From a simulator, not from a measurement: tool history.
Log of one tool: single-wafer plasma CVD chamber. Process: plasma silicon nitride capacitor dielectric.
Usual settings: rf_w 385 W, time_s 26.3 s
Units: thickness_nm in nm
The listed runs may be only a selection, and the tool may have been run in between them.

run	hour	rf_w	time_s	wafers since the last listed run	hours since the last RF generator calibration	hours since the showerhead was replaced	hours since the gauge calibration	read-back reference wafer on the same gauge, thickness_nm	thickness_nm
1	0	385	26.3	0	611.9	6567.1	1171	38.092	39.124
2	99.4	385	26.3	2709	711.3	6666.5	1270.4	38.147	39.62
3	189.9	385	26.3	2466	801.8	6757	1360.9	38.107	39.558
4	238.6	325	26.3	1327	850.5	6805.7	1409.6	38.086	36.235
5	338.6	325	26.3	2725	950.5	6905.7	1509.6	38.067	36.034
6	438.9	325	26.3	2733	1050.8	7006	1609.9	38.086	36.237
7	477	385	26.3	1038	1088.9	7044.1	1648	38.12	38.991
8	555.9	385	26.3	2150	1167.8	7123	1726.9	38.029	39.228
# hour 601.5: RF generator calibrated
9	620.5	385	26.3	1542	19	7187.6	1791.5	38.11	38.577
10	720.2	385	26.3	2717	118.7	7287.3	1891.2	38.053	38.359
# hour 751.7: showerhead replaced
11	775.4	385	26.3	1286	173.9	23.7	1946.4	38.092	38.517
12	869.3	385	26.3	2559	267.8	117.6	2040.3	38.04	38.6
13	931.5	385	26.3	1695	330	179.8	2102.5	38.149	37.95
14	1015	460	24	2275	413.5	263.3	2186	38.107	37.489
# hour 1060.4: RF generator calibrated, repeated, since the last time left the tool worse
15	1097.4	335	30.4	2027	37	345.7	2268.4	38.17	43.024
16	1146.7	315	30.2	1343	86.3	395	2317.7	38.065	41.613
# hour 1172.4: gauge calibrated
17	1206.6	385	26.3	1632	146.2	454.9	34.2	37.992	39.785
18	1289.4	385	31.5	2256	229	537.7	117	38.116	47.479
19	1384.3	385	26.3	2586	323.9	632.6	211.9	38.177	39.637
20	1491.7	385	26.3	2927	431.3	740	319.3	38.044	39.521
21	1594.1	445	30.7	2790	533.7	842.4	421.7	38.097	49.059
22	1633.3	385	30.7	1068	572.9	881.6	460.9	38.172	46.208
23	1712.2	435	22.7	2150	651.8	960.5	539.8	38.153	35.779
24	1812.8	385	26.3	2741	752.4	1061.1	640.4	37.991	39.445
25	1872	435	26.3	1613	811.6	1120.3	699.6	38.114	41.654
26	1910.5	445	30.3	1049	850.1	1158.8	738.1	38.107	48.059

For each run, the measured value with the value that run would have given without the tool's hidden condition subtracted. The run-to-run variation is shared by both, the gauge scatter possibly not:
Unlogged tool condition in this case: delivered RF power above the setpoint (%); gauge reads high (%).
run	thickness_nm
1	-0.682
2	-0.726
3	-0.749
4	-0.696
5	-0.709
6	-0.726
7	-0.784
8	-0.797
9	-1.446
10	-1.641
11	-1.741
12	-1.873
13	-1.909
14	-1.959
15	-0.212
16	-0.301
17	-0.384
18	-0.59
19	-0.592
20	-0.675
21	-0.914
22	-0.883
23	-0.713
24	-0.818
25	-0.88
26	-1.026

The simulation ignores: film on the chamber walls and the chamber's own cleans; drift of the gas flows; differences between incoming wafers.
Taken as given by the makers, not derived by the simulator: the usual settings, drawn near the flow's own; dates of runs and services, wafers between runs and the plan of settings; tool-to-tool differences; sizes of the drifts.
